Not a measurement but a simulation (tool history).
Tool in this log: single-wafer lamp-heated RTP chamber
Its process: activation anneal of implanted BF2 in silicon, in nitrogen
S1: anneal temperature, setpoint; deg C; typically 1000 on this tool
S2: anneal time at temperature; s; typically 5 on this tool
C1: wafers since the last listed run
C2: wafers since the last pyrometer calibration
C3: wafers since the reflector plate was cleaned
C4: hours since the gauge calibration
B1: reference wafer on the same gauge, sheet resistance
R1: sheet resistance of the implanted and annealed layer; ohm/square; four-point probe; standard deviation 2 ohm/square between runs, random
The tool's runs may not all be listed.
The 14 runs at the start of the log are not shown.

run,hour,S1,S2,C1,C2,C3,C4,B1,R1
15,1267.3,1000,5,667,6584,1335,3293.4,326.19,351.73
16,1335.2,1000,5,828,7413,2163,3361.3,325.75,350.17
17,1408.7,1000,5,896,8309,3060,3434.8,326.17,351.35
18,1452.5,1000,5,534,8843,3594,3478.6,325.83,352.33
19,1499.3,970,4,570,9414,4165,3525.4,326.16,456.28
# hour 1509.1: gauge calibrated
# hour 1547.2: pyrometer window cleaned and pyrometer calibrated
20,1576.3,981,6,841,355,5006,67.2,342.95,417.46
21,1634.3,980,5,707,1062,5714,125.2,342.11,434.31
22,1688.1,1020,8,656,1719,6370,179,341.13,276.2
# hour 1799.3: reflector plate cleaned
23,1799.8,982,5,1264,2984,6,290.7,340.07,423.26
24,1869.6,1022,7,851,3835,858,360.5,338.6,275.77
25,1976.9,981,6,1308,5144,2166,467.8,338,414.89
26,2081.8,990,4,1279,6423,3446,572.7,336.58,408.99
27,2153.3,1000,5,872,7295,4318,644.2,335.79,362.11
28,2215.8,1023,7,762,8058,5080,706.7,335.72,271.51
29,2251.9,1000,3,440,8498,5521,742.8,334.94,387.82
# hour 2268.6: pyrometer window cleaned and pyrometer calibrated
30,2301.6,1000,8,508,402,6029,792.5,334.66,329.57
31,2363.9,1000,5,759,1162,6789,854.8,334.44,358.85
# hour 2455.4: reflector plate cleaned
32,2455.9,970,4,1024,2186,6,946.8,333.26,461.46
33,2537.5,1024,5,995,3182,1001,1028.4,333.16,289.5
34,2638.2,1027,4,1228,4410,2230,1129.1,333,294.97
35,2725.6,991,3,1066,5476,3296,1216.5,332.18,412.13
36,2831.2,985,3,1288,6764,4584,1322.1,331.59,430.14
37,2912.6,1026,7,992,7757,5576,1403.5,330.8,259.36

Alternative continuations, all from the tool just after run 37; predict every row:
A,2913,1000,5,4,7762,5581,1403.9,?,?
B,2913,974,7,4,7762,5581,1403.9,?,?
C,2913,972,3,4,7762,5581,1403.9,?,?

run,B1,R1
A,330.74,355.58
B,330.74,418.92
C,330.74,467.17
Without the tool's unlogged condition, the same runs would have read:
run,R1
A,365.28
B,430.35
C,479.91
